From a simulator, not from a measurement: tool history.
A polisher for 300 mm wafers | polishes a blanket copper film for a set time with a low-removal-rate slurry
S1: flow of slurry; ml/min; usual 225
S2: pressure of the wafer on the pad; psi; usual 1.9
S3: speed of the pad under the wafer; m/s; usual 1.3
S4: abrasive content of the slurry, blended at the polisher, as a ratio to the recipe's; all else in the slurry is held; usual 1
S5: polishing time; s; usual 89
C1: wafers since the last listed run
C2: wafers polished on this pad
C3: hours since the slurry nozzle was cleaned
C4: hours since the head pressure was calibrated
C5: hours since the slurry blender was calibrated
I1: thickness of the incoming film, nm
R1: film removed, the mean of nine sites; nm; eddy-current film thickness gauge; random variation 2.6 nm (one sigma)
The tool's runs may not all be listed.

| run | hour | S1 | S2 | S3 | S4 | S5 | C1 | C2 | C3 | C4 | C5 | I1 | R1 |
|---|---|---|---|---|---|---|---|---|---|---|---|---|---|
| 1 | 0 | 225 | 1.9 | 1.3 | 1 | 89 | 0 | 1655 | 272.7 | 126.8 | 542.5 | 870.9 | 263.6 |
| 2 | 64.7 | 225 | 1.9 | 1.3 | 1 | 89 | 786 | 2441 | 337.4 | 191.5 | 607.2 | 885.6 | 263.4 |
|  | 98.5 | slurry blender recalibrated |
| 3 | 170.4 | 225 | 1.9 | 1.3 | 1 | 112 | 1260 | 3702 | 443.1 | 297.2 | 71.9 | 870.5 | 333.5 |
| 4 | 276.4 | 225 | 1.9 | 1.4 | 1 | 89 | 1288 | 4990 | 549.1 | 403.2 | 177.9 | 884.4 | 287.5 |
|  | 423.7 | slurry nozzle cleaned |
|  | 446.3 | worn pad replaced by a new one |
| 5 | 541.5 | 225 | 1.9 | 1.3 | 1 | 89 | 3161 | 1157 | 117.8 | 668.3 | 443 | 885.3 | 265.2 |
| 6 | 586.2 | 225 | 1.9 | 1.3 | 1 | 98 | 543 | 1700 | 162.5 | 713 | 487.7 | 884 | 299.6 |
|  | 649.6 | slurry blender recalibrated |
|  | 667.9 | head pressure recalibrated |
| 7 | 676.4 | 225 | 1.9 | 1.3 | 1 | 89 | 1047 | 2748 | 252.7 | 8.5 | 26.8 | 885.7 | 287.3 |
| 8 | 752.4 | 225 | 1.9 | 1.3 | 1 | 89 | 923 | 3672 | 328.7 | 84.5 | 102.8 | 867.9 | 285.4 |
| 9 | 849.8 | 225 | 1.9 | 1.3 | 1 | 89 | 1183 | 4856 | 426.1 | 181.9 | 200.2 | 874 | 288.9 |
| 10 | 893.4 | 225 | 1.9 | 1.3 | 1 | 89 | 529 | 5386 | 469.7 | 225.5 | 243.8 | 865 | 288.9 |
|  | 960.6 | slurry nozzle cleaned |
| 11 | 999.5 | 225 | 1.9 | 1.1 | 0.8 | 69 | 1277 | 6663 | 38.9 | 331.6 | 349.9 | 889.7 | 182.5 |
| 12 | 1062.9 | 225 | 1.9 | 1.3 | 1 | 89 | 770 | 7434 | 102.3 | 395 | 413.3 | 871.7 | 296.5 |
|  | 1103.9 | worn pad replaced by a new one |
| 13 | 1146 | 225 | 1.9 | 1.3 | 1.15 | 71 | 961 | 512 | 185.4 | 478.1 | 496.4 | 873.9 | 241.7 |
| 14 | 1238.3 | 185 | 1.9 | 1.3 | 1 | 89 | 1121 | 1634 | 277.7 | 570.4 | 588.7 | 865.4 | 290.9 |
|  | 1275.3 | head pressure recalibrated, repeated, since the last time left the tool worse |
| 15 | 1279.1 | 260 | 1.9 | 1.72 | 1 | 89 | 471 | 2105 | 318.5 | 3.8 | 629.5 | 863.7 | 350.5 |
| 16 | 1315.2 | 225 | 1.6 | 1.5 | 0.8 | 89 | 438 | 2544 | 354.6 | 39.9 | 665.6 | 870.5 | 241.7 |
|  | 1333 | slurry blender recalibrated |
| 17 | 1416.4 | 225 | 1.5 | 1.5 | 1.25 | 62 | 1205 | 3750 | 455.8 | 141.1 | 83.4 | 863.6 | 171.2 |
| 18 | 1473.3 | 225 | 2.4 | 1.3 | 0.75 | 89 | 691 | 4442 | 512.7 | 198 | 140.3 | 887.1 | 313.9 |
|  | 1566.1 | slurry nozzle cleaned |
|  | 1637.4 | worn pad replaced by a new one |
| 19 | 1716.1 | 225 | 1.9 | 1.3 | 1 | 89 | 2890 | 957 | 150 | 440.8 | 383.1 | 868.4 | 265.4 |
| 20 | 1812.8 | 260 | 1.5 | 1.3 | 1 | 89 | 1175 | 2132 | 246.7 | 537.5 | 479.8 | 863.8 | 219.7 |
| 21 | 1875.2 | 225 | 1.9 | 1.4 | 1 | 89 | 758 | 2891 | 309.1 | 599.9 | 542.2 | 869.7 | 289.7 |
|  | 1885.9 | slurry blender recalibrated |
| 22 | 1915.9 | 225 | 1.6 | 1.3 | 1 | 98 | 470 | 3361 | 349.8 | 640.6 | 30 | 878 | 248.3 |
| 23 | 1979.8 | 225 | 1.9 | 1.3 | 1 | 89 | 776 | 4138 | 413.7 | 704.5 | 93.9 | 867 | 273.5 |
|  | 2056.4 | head pressure recalibrated |
| 24 | 2071.6 | 225 | 1.9 | 1.3 | 0.9 | 114 | 1091 | 5230 | 505.5 | 15.2 | 185.7 | 854.5 | 323.4 |
| 25 | 2135.2 | 225 | 1.9 | 1.3 | 1 | 89 | 773 | 6003 | 569.1 | 78.8 | 249.3 | 867.8 | 259.9 |
|  | 2156.1 | slurry nozzle cleaned |
|  | 2186.5 | worn pad replaced by a new one |
| 26 | 2257.1 | 180 | 1.9 | 0.94 | 1.2 | 78 | 1421 | 858 | 101 | 200.7 | 371.2 | 858.3 | 171.8 |
| 27 | 2307.7 | 225 | 1.9 | 1.3 | 1.1 | 99 | 615 | 1473 | 151.6 | 251.3 | 421.8 | 863.2 | 302 |
| 28 | 2349.1 | 225 | 1.9 | 1.42 | 1 | 89 | 503 | 1976 | 193 | 292.7 | 463.2 | 881.3 | 289.7 |
|  | 2456.9 | slurry blender recalibrated |
| 29 | 2499.1 | 150 | 2.4 | 1.42 | 1 | 66 | 1799 | 3775 | 343 | 442.7 | 42.2 | 869.5 | 264.3 |

5 ways to go on from here, each from the tool as it stands after run 29. What would each give?
| A | 2499.5 | 225 | 1.9 | 1.48 | 1 | 89 | 4 | 3780 | 343.4 | 443.1 | 42.6 | 871 | ? |
| B | 2499.5 | 225 | 1.5 | 1.68 | 1 | 59 | 4 | 3780 | 343.4 | 443.1 | 42.6 | 871 | ? |
| C | 2499.5 | 225 | 1.9 | 1.3 | 1.2 | 59 | 4 | 3780 | 343.4 | 443.1 | 42.6 | 871 | ? |
| D | 2499.5 | 225 | 1.9 | 1.12 | 0.85 | 89 | 4 | 3780 | 343.4 | 443.1 | 42.6 | 871 | ? |
| E | 2499.5 | 225 | 1.4 | 1.3 | 1 | 89 | 4 | 3780 | 343.4 | 443.1 | 42.6 | 871 | ? |

| run | R1 |
|---|---|
| A | 300.7 |
| B | 178.5 |
| C | 181.7 |
| D | 221.1 |
| E | 194.8 |
Without the tool's hidden state the same runs would have given:
| run | R1 |
|---|---|
| A | 294.1 |
| B | 174.6 |
| C | 177.7 |
| D | 216.3 |
| E | 190.6 |

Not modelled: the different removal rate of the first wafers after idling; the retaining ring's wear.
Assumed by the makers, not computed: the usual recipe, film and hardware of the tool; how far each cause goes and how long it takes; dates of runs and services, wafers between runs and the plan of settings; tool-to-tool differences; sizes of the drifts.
